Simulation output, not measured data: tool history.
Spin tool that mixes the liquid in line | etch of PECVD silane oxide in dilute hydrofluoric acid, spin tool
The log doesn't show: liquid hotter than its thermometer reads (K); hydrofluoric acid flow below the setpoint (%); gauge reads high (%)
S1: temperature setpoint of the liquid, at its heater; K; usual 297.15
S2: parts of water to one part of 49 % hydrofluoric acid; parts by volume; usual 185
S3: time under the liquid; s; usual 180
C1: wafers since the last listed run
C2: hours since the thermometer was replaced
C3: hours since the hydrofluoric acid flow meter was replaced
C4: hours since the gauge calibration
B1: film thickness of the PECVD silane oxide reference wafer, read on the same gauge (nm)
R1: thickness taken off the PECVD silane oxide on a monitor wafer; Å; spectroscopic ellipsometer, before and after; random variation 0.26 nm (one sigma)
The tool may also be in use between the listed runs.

run    hour      S1   S2   S3    C1      C2     C3     C4      B1     R1
  1     0.0  297.15  185  230     0  2138.5  637.8  135.1  130.01  489.5
       23.8  -- hydrofluoric acid flow meter replaced
  2    68.9  297.15  185  230   543  2207.4   45.1  204.0  129.98  486.3
  3   110.2  297.15  185  230   330  2248.7   86.4  245.3  129.94  485.9
  4   138.5  298.65  185  180   226  2277.0  114.7  273.6  130.03  404.7
  5   179.2  298.65  185  180   325  2317.7  155.4  314.3  129.97  403.9
  6   210.7  298.65  185  180   252  2349.2  186.9  345.8  129.96  402.8
  7   245.4  297.15  185  105   277  2383.9  221.6  380.5  129.98  223.7
  8   286.7  297.15  185  105   330  2425.2  262.9  421.8  129.94  221.9
  9   438.0  297.15  185  105  1210  2576.5  414.2  573.1  130.01  225.4
 10   492.1  297.15  185  180   432  2630.6  468.3  627.2  130.00  382.4
      538.7  -- thermometer replaced
 11   560.3  297.15  185  180   537    21.6  536.5  695.4  130.00  407.5
 12   597.2  297.15  185  180   295    58.5  573.4  732.3  130.06  403.6
 13   624.5  297.15  185  215   218    85.8  600.7  759.6  130.02  481.9
      631.2  -- gauge calibrated
      669.2  -- hydrofluoric acid flow meter replaced
 14   687.1  297.15  185  180   493   148.4   17.9   55.9  129.96  409.2
 15   732.3  294.15  115  140   361   193.6   63.1  101.1  129.96  489.4
 16   791.6  295.15  265  180   474   252.9  122.4  160.4  129.94  241.2
 17   824.5  299.15  185  180   263   285.8  155.3  193.3  129.97  432.2
      837.9  -- thermometer replaced, repeated, since the last time left the tool worse
 18   888.2  294.65  155  260   501    50.3  219.0  257.0  129.98  584.9
 19   937.5  297.15  115  250   394    99.6  268.3  306.3  130.01  884.7
 20  1007.7  297.15  110  180   561   169.8  338.5  376.5  129.97  667.5
 21  1067.9  297.15  275  235   481   230.0  398.7  436.7  130.02  294.0
 22  1139.2  298.65  110  135   570   301.3  470.0  508.0  130.04  525.5
 23  1168.0  297.15  185  180   230   330.1  498.8  536.8  130.01  366.9
 24  1223.6  295.15  185  180   445   385.7  554.4  592.4  130.02  338.6
 25  1249.4  294.15  115  140   206   411.5  580.2  618.2  129.97  444.5
 26  1306.6  297.15  215  180   457   468.7  637.4  675.4  130.02  305.9

State the hidden condition of the tool at each of the runs:
hydrofluoric acid flow below the setpoint (%): 0 on each run
gauge reads high (%): 0 on each run
H1: liquid hotter than its thermometer reads (K)
run     H1
  1   1.52
  2   1.56
  3   1.58
  4    1.6
  5   1.62
  6   1.64
  7   1.66
  8   1.69
  9   1.78
 10   1.81
 11   3.09
 12   3.11
 13   3.12
 14   3.16
 15   3.19
 16   3.22
 17   3.24
 18  0.254
 19  0.283
 20  0.324
 21   0.36
 22  0.402
 23  0.419
 24  0.452
 25  0.468
 26  0.501

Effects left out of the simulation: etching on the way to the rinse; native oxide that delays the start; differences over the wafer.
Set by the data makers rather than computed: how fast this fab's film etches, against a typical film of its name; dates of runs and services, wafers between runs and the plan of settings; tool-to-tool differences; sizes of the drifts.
